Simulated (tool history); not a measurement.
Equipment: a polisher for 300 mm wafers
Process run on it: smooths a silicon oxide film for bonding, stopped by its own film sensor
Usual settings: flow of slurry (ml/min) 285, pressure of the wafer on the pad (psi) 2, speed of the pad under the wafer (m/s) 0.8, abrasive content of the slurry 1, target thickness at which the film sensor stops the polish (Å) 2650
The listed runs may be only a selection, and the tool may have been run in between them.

| run | hour | flow of slurry (ml/min) | pressure of the wafer on the pad (psi) | speed of the pad under the wafer (m/s) | abrasive content of the slurry | target thickness at which the film sensor stops the polish (Å) | incoming thickness of the incoming film, nm | time until the film sensor stopped the polish (s) |
|---|---|---|---|---|---|---|---|---|
| 1 | 0 | 285 | 2 | 0.8 | 0.95 | 2650 | 331.6 | 121.5 |
| 2 | 14.4 | 285 | 2 | 0.8 | 0.95 | 2650 | 330.4 | 119.1 |
| 3 | 34 | 285 | 2 | 0.8 | 0.8 | 2650 | 326.1 | 119.4 |
| 4 | 49.2 | 285 | 2 | 0.8 | 0.8 | 2650 | 333.2 | 135 |
| 5 | 62.9 | 285 | 2 | 0.8 | 1 | 2650 | 332.8 | 125.2 |
| 6 | 90.6 | 285 | 2 | 0.8 | 1 | 2650 | 332.6 | 123.8 |
|  | 115.5 | worn pad replaced by a new one |
| 7 | 121.9 | 285 | 2 | 0.8 | 1.1 | 2650 | 331.1 | 114.8 |
|  | 130.8 | slurry blender recalibrated |
| 8 | 153.5 | 285 | 2 | 0.8 | 1.1 | 2650 | 335.1 | 124.2 |
| 9 | 185.4 | 285 | 2 | 0.8 | 1.1 | 2650 | 331.1 | 120.5 |
| 10 | 211.1 | 350 | 2 | 0.8 | 1 | 2650 | 335.3 | 129 |
| 11 | 243 | 285 | 2 | 0.8 | 1 | 2800 | 327.3 | 88.8 |
| 12 | 255.2 | 285 | 2.5 | 0.72 | 1 | 2650 | 332.9 | 111.8 |
|  | 266.1 | head pressure recalibrated |
| 13 | 282.7 | 355 | 1.7 | 0.8 | 1 | 2650 | 329.9 | 127.3 |
|  | 289.9 | worn pad replaced by a new one |
| 14 | 301.3 | 365 | 2.3 | 0.8 | 1 | 2770 | 327.6 | 70.3 |
|  | 327.5 | slurry nozzle cleaned |
| 15 | 334.3 | 285 | 2 | 0.8 | 1 | 2650 | 322.9 | 97.5 |
| 16 | 354.8 | 230 | 2 | 0.8 | 0.7 | 2650 | 328 | 122.3 |
| 17 | 372.7 | 285 | 2 | 0.8 | 1 | 2650 | 328.2 | 109.6 |
| 18 | 395 | 310 | 1.8 | 0.88 | 1 | 2710 | 325.9 | 95.1 |
| 19 | 421.7 | 285 | 2 | 0.8 | 1 | 2650 | 322.2 | 98.1 |
|  | 438.4 | slurry blender recalibrated |
| 20 | 442.6 | 285 | 2 | 0.8 | 1 | 2650 | 323 | 101 |
|  | 472.2 | worn pad replaced by a new one |
| 21 | 477.6 | 250 | 2.5 | 0.8 | 1.25 | 2650 | 322.8 | 71.4 |
| 22 | 503.1 | 285 | 2 | 0.8 | 1 | 2650 | 334.6 | 118.5 |
| 23 | 525.8 | 285 | 1.8 | 0.8 | 0.75 | 2650 | 327.2 | 133 |
| 24 | 548.7 | 355 | 1.7 | 0.8 | 1 | 2650 | 329.7 | 133.3 |
| 25 | 563.6 | 285 | 2 | 1.06 | 1 | 2650 | 337.1 | 101.3 |
| 26 | 593.5 | 220 | 1.6 | 1.04 | 0.9 | 2650 | 330.9 | 123.9 |
| 27 | 608.3 | 285 | 2 | 0.8 | 0.95 | 2650 | 328.9 | 111.9 |
| 28 | 631 | 285 | 2 | 0.8 | 1.2 | 2470 | 332.1 | 141.9 |
| 29 | 648.3 | 350 | 2 | 0.8 | 0.9 | 2790 | 324.3 | 82.8 |

The tool's hidden state at each run:
slurry flow missing at the pad, %: 0 in every run
abrasive missing from the slurry, %: 0 in every run
H1: removal rate lost through wear of the pad, %
H2: deviation of the head's pressure from its setpoint, %
| run | H1 | H2 |
|---|---|---|
| 1 | 3.41 | -7.34 |
| 2 | 4 | -7.49 |
| 3 | 4.58 | -7.7 |
| 4 | 4.92 | -7.86 |
| 5 | 5.15 | -8.01 |
| 6 | 5.48 | -8.31 |
| 7 | 0.94 | -8.65 |
| 8 | 3.21 | -8.98 |
| 9 | 4.52 | -9.33 |
| 10 | 5.14 | -9.6 |
| 11 | 5.61 | -9.95 |
| 12 | 5.73 | -10.1 |
| 13 | 5.92 | -0.337 |
| 14 | 1.49 | -0.537 |
| 15 | 3.64 | -0.891 |
| 16 | 4.46 | -1.11 |
| 17 | 4.97 | -1.3 |
| 18 | 5.41 | -1.54 |
| 19 | 5.76 | -1.83 |
| 20 | 5.93 | -2.05 |
| 21 | 0.59 | -2.43 |
| 22 | 2.55 | -2.7 |
| 23 | 3.69 | -2.95 |
| 24 | 4.45 | -3.19 |
| 25 | 4.81 | -3.35 |
| 26 | 5.29 | -3.67 |
| 27 | 5.44 | -3.83 |
| 28 | 5.62 | -4.08 |
| 29 | 5.71 | -4.26 |
